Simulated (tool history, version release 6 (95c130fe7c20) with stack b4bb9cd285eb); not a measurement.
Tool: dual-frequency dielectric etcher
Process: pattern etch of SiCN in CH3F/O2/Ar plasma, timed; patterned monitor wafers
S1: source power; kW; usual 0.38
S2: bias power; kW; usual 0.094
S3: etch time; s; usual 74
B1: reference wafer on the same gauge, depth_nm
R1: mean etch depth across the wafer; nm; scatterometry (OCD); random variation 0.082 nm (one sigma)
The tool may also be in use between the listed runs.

Run 1, hour 0: usual settings but S3 58 s; B1 23.11. Result: R1 20.58 nm.
Run 2, hour 53.4: usual settings but S3 58 s; B1 23.1. Result: R1 20.61 nm.
Run 3, hour 102: usual settings but S3 58 s; B1 23.11. Result: R1 20.52 nm.
Run 4, hour 149.1: usual settings; B1 23.09. Result: R1 26.25 nm.
Run 5, hour 187.1: usual settings but S3 60 s; B1 23.09. Result: R1 21.28 nm.
At hour 227.5: source power generator calibrated.
Run 6, hour 228: usual settings but S1 0.32 kW; B1 23.09. Result: R1 25.45 nm.
At hour 245.6: gauge calibrated.
At hour 276.6: wet clean of the chamber.
Run 7, hour 277.1: usual settings but S1 0.32 kW; B1 23.1. Result: R1 25.36 nm.
Run 8, hour 301.6: usual settings but S1 0.32 kW; B1 23.09. Result: R1 25.52 nm.
Run 9, hour 353.2: usual settings but S2 0.075 kW; B1 23.1. Result: R1 24.18 nm.
Run 10, hour 390: usual settings but S1 0.44 kW, S2 0.076 kW, S3 52.5 s; B1 23.1. Result: R1 17.79 nm.
At hour 417.3: upper electrode replaced.
Run 11, hour 456.5: usual settings but S1 0.33 kW, S2 0.072 kW; B1 23.1. Result: R1 23.09 nm.
Run 12, hour 523.9: usual settings but S1 0.34 kW; B1 23.09. Result: R1 25.6 nm.
Run 13, hour 581.5: usual settings but S1 0.45 kW; B1 23.09. Result: R1 27.2 nm.
Run 14, hour 643.6: usual settings but S1 0.35 kW; B1 23.1. Result: R1 25.92 nm.
Run 15, hour 698.1: usual settings but S2 0.076 kW; B1 23.11. Result: R1 24.36 nm.
At hour 730.2: wet clean of the chamber.
Run 16, hour 730.7: usual settings but S1 0.46 kW, S2 0.115 kW, S3 82.5 s; B1 23.09. Result: R1 33.33 nm.
Run 17, hour 768.5: usual settings but S3 93.5 s; B1 23.09. Result: R1 33.37 nm.
At hour 806.1: bias power generator calibrated.
Run 18, hour 834.7: usual settings; B1 23.11. Result: R1 26.18 nm.
Run 19, hour 881.2: usual settings; B1 23.11. Result: R1 26.23 nm.
Run 20, hour 1028.3: usual settings but S1 0.48 kW, S2 0.072 kW; B1 23.1. Result: R1 25.22 nm.

Forecast run 21:
Run 21, hour 1093.3: usual settings but S1 0.34 kW, S2 0.101 kW, S3 54.5 s; B1 ?. Result: R1 ?.

B1: 23.09
R1: 19.45 nm
Without the tool's hidden state the same run would have given R1 19.45 nm.
